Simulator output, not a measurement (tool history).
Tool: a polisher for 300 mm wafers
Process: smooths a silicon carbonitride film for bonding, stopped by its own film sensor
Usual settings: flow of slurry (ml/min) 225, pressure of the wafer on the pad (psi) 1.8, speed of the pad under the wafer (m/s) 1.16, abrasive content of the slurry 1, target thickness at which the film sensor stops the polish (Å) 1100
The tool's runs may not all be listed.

run    day  flow of slurry (ml/min)  pressure of the wafer on the pad (psi)  speed of the pad under the wafer (m/s)  abrasive content of the slurry  target thickness at which the film sensor stops the polish (Å)  incoming thickness of the incoming film, nm  time until the film sensor stopped the polish (s)
  1      0                      225                                     1.8                                    1.16                               1                                                            1100                                        140.9                                              132.4
  2  0.338                      225                                     1.8                                    1.16                               1                                                            1100                                        138.3                                              121.4
  3  0.896                      225                                     1.8                                    1.16                               1                                                            1050                                        138.8                                              145.2
     1.633  -- slurry blender recalibrated
     1.725  -- head pressure recalibrated
  4  1.746                      225                                     1.8                                    1.16                               1                                                            1050                                        139.5                                              154.1
  5  1.896                      225                                     1.8                                    1.16                               1                                                            1100                                        138.3                                              125.6
  6  2.233                      225                                     1.8                                    1.16                               1                                                            1100                                          142                                              142.5
  7  2.838                      225                                     1.8                                    1.16                               1                                                            1170                                        139.4                                                101
  8  3.183                      185                                     1.4                                    1.16                               1                                                            1100                                        139.4                                                170
  9  3.917                      225                                     1.6                                    0.92                               1                                                            1100                                        139.9                                              168.2
       4.4  -- worn pad replaced by a new one
 10  4.421                      245                                     1.6                                    1.16                               1                                                            1150                                        140.3                                              116.1
 11  4.671                      225                                     1.4                                     1.5                               1                                                            1050                                        139.1                                              159.9
 12  5.025                      225                                     1.8                                    1.16                               1                                                            1100                                        138.3                                              121.2
 13  5.504                      225                                     1.8                                    1.16                            0.85                                                            1000                                        139.3                                              197.3
 14  5.954                      180                                     1.8                                    1.16                             0.8                                                            1100                                        139.8                                              167.6
 15  6.258                      225                                     1.8                                    1.16                               1                                                            1100                                        136.8                                              117.6
 16  6.846                      145                                     1.6                                    1.16                               1                                                            1100                                          139                                              168.5
     7.212  -- slurry blender recalibrated
 17  7.521                      225                                     1.8                                    1.42                             0.8                                                            1130                                        138.3                                              127.2
 18  8.471                      265                                     1.8                                    1.16                               1                                                            1100                                        138.3                                                126
     8.883  -- worn pad replaced by a new one
      9.15  -- slurry nozzle cleaned
 19  9.171                      225                                     1.8                                    1.16                            1.15                                                            1180                                        141.4                                               91.5

Run 20 comes next. What will it give?
 20  9.742                      225                                     1.8                                    1.16                               1                                                            1100                                        140.2                                                  ?

Run 20 gave time until the film sensor stopped the polish (s) 131.2.
Without the tool's hidden state the same run would have given time until the film sensor stopped the polish (s) 127.4.
